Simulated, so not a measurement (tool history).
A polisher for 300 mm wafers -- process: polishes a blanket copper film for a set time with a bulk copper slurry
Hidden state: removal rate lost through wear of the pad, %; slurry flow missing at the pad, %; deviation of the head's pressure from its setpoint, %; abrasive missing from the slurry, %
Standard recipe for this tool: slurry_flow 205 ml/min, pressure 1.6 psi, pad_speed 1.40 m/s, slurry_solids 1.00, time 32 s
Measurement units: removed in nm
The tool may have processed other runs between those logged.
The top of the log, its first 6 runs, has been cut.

run	hour	slurry_flow	pressure	pad_speed	slurry_solids	time	wafers since the last listed run	wafers polished on this pad	hours since the slurry nozzle was cleaned	hours since the head pressure was calibrated	hours since the slurry blender was calibrated	incoming thickness of the incoming film, nm	removed
# hour 558.4: worn pad replaced by a new one, of another model than before
7	571.1	205	1.6	1.40	1.00	32	1095	141	675.9	975.3	150.7	4444.1	240.6
8	631.0	205	1.6	1.40	1.00	32	669	811	735.8	1035.2	210.6	4458.5	237.7
# hour 642.4: slurry nozzle cleaned
9	703.5	205	1.6	1.40	1.00	32	799	1611	61.1	1107.7	283.1	4375.7	250.8
10	746.7	205	1.6	1.40	1.00	32	483	2094	104.3	1150.9	326.3	4404.0	248.0
# hour 827.2: head pressure recalibrated
11	842.6	180	1.6	1.40	1.00	32	1050	3145	200.2	15.4	422.2	4472.1	240.0
# hour 900.5: slurry blender recalibrated
12	940.8	180	1.6	1.40	1.00	32	1076	4221	298.4	113.6	40.3	4467.5	239.2
13	984.3	180	1.6	1.40	1.00	32	486	4707	341.9	157.1	83.8	4436.3	238.2
14	1074.7	205	1.6	1.74	1.00	42	1011	5718	432.3	247.5	174.2	4455.6	348.8
# hour 1084.1: worn pad replaced by a new one
15	1316.7	205	1.6	1.40	1.00	32	2662	2601	674.3	489.5	416.2	4444.4	241.0
16	1363.8	205	1.6	1.16	1.00	32	526	3128	721.4	536.6	463.3	4419.9	225.3
# hour 1371.5: slurry blender recalibrated
# hour 1408.1: slurry nozzle cleaned
17	1470.6	205	1.6	1.40	1.00	35	1161	4289	62.5	643.4	99.1	4486.9	268.1
18	1529.5	205	1.6	0.98	0.90	32	658	4948	121.4	702.3	158.0	4519.7	209.3
# hour 1542.6: worn pad replaced by a new one
19	1583.6	150	1.8	1.40	1.15	32	560	458	175.5	756.4	212.1	4463.6	262.5
20	1635.8	205	1.6	1.40	1.00	32	583	1042	227.7	808.6	264.3	4436.8	243.7
21	1680.1	140	1.3	1.66	1.00	42	495	1538	272.0	852.9	308.6	4487.6	289.4
22	1719.3	205	1.6	1.80	1.25	32	438	1976	311.2	892.1	347.8	4412.4	283.3
23	1804.2	225	1.6	1.40	1.00	32	949	2926	396.1	977.0	432.7	4486.2	240.5
24	1848.5	205	1.0	1.40	1.00	32	495	3421	440.4	1021.3	477.0	4489.6	182.0
25	1892.0	205	1.6	1.16	1.00	32	486	3908	483.9	1064.8	520.5	4398.2	221.2
# hour 1938.7: slurry blender recalibrated
26	1940.7	205	1.6	1.40	1.00	32	522	4430	532.6	1113.5	2.0	4519.1	238.4
27	2034.2	205	1.8	1.62	1.20	38	1045	5476	626.1	1207.0	95.5	4420.6	331.7
28	2097.1	205	1.6	1.16	1.00	32	703	6180	689.0	1269.9	158.4	4395.4	222.5
# hour 2112.0: slurry nozzle cleaned
# hour 2125.1: worn pad replaced by a new one
29	2136.8	205	1.6	1.40	0.75	29	388	130	24.8	1309.6	198.1	4435.3	215.1
# hour 2166.9: head pressure recalibrated
30	2199.4	180	1.6	1.40	1.00	32	677	808	87.4	32.5	260.7	4367.9	242.6
31	2263.6	160	1.6	1.40	0.90	32	718	1526	151.6	96.7	324.9	4449.9	234.3

Predict each of these 3 candidate next runs independently; none follows another, all start after run 31:
A	2264.0	205	1.6	1.40	1.00	32	4	1531	152.0	97.1	325.3	4387.8	?
B	2264.0	150	1.6	1.40	1.00	32	4	1531	152.0	97.1	325.3	4387.8	?
C	2264.0	205	1.3	1.40	1.00	32	4	1531	152.0	97.1	325.3	4387.8	?

run	removed
A	243.6
B	237.4
C	213.6
With the hidden condition removed and each run's random variation left untouched, the same runs would have given:
run	removed
A	247.9
B	242.3
C	217.4
